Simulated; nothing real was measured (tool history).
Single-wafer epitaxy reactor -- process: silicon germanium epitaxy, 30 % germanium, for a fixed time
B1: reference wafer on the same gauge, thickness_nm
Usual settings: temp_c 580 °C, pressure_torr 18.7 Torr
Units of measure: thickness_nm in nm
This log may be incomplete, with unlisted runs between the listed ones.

Run 1, hour 0.0: usual settings; B1 43.510. Result: thickness_nm 40.700 nm.
Run 2, hour 56.3: usual settings; B1 43.573. Result: thickness_nm 40.707 nm.
Run 3, hour 104.8: usual settings but temp_c 573 °C; B1 43.506. Result: thickness_nm 34.906 nm.
Run 4, hour 152.4: usual settings but temp_c 573 °C; B1 43.529. Result: thickness_nm 34.520 nm.
At hour 220.3: pyrometer calibrated.
Run 5, hour 223.1: usual settings but temp_c 573 °C; B1 43.466. Result: thickness_nm 45.011 nm.
Run 6, hour 256.1: usual settings; B1 43.481. Result: thickness_nm 52.267 nm.
Run 7, hour 304.1: usual settings; B1 43.497. Result: thickness_nm 52.196 nm.
At hour 341.4: pyrometer calibrated, repeated, since the last time left the tool worse.
Run 8, hour 341.9: usual settings; B1 43.451. Result: thickness_nm 45.089 nm.
Run 9, hour 368.3: usual settings but temp_c 593 °C, pressure_torr 22.5 Torr; B1 43.519. Result: thickness_nm 62.318 nm.
Run 10, hour 418.0: usual settings but temp_c 568 °C, pressure_torr 20.3 Torr; B1 43.498. Result: thickness_nm 34.692 nm.
At hour 436.2: showerhead replaced.
Run 11, hour 447.2: usual settings but temp_c 586 °C, pressure_torr 22.2 Torr; B1 43.556. Result: thickness_nm 52.998 nm.
Run 12, hour 505.7: usual settings but temp_c 574 °C, pressure_torr 22.1 Torr; B1 43.517. Result: thickness_nm 40.325 nm.
At hour 570.2: capacitance manometer re-zeroed and calibrated.
Run 13, hour 570.7: usual settings but temp_c 573 °C, pressure_torr 16.1 Torr; B1 43.581. Result: thickness_nm 36.207 nm.
At hour 572.8: gauge calibrated.
Run 14, hour 637.9: usual settings but temp_c 570 °C, pressure_torr 16.2 Torr; B1 43.544. Result: thickness_nm 33.275 nm.
Run 15, hour 688.4: usual settings; B1 43.479. Result: thickness_nm 42.953 nm.
Run 16, hour 734.0: usual settings but temp_c 568 °C, pressure_torr 20.3 Torr; B1 43.500. Result: thickness_nm 33.581 nm.

Each row is a separate what-if for the run after 16, all from the same tool condition, not one after another. Results?
Run A, hour 734.4: usual settings; B1 ?. Result: thickness_nm ?.
Run B, hour 734.4: usual settings but temp_c 570 °C, pressure_torr 16.5 Torr; B1 ?. Result: thickness_nm ?.
Run C, hour 734.4: usual settings but temp_c 568 °C, pressure_torr 23.1 Torr; B1 ?. Result: thickness_nm ?.

run      B1  thickness_nm
  A  43.491        42.738
  B  43.491        33.115
  C  43.491        34.709
What these runs would have given with no unlogged condition in the tool:
run  thickness_nm
  A        44.183
  B        34.266
  C        35.922
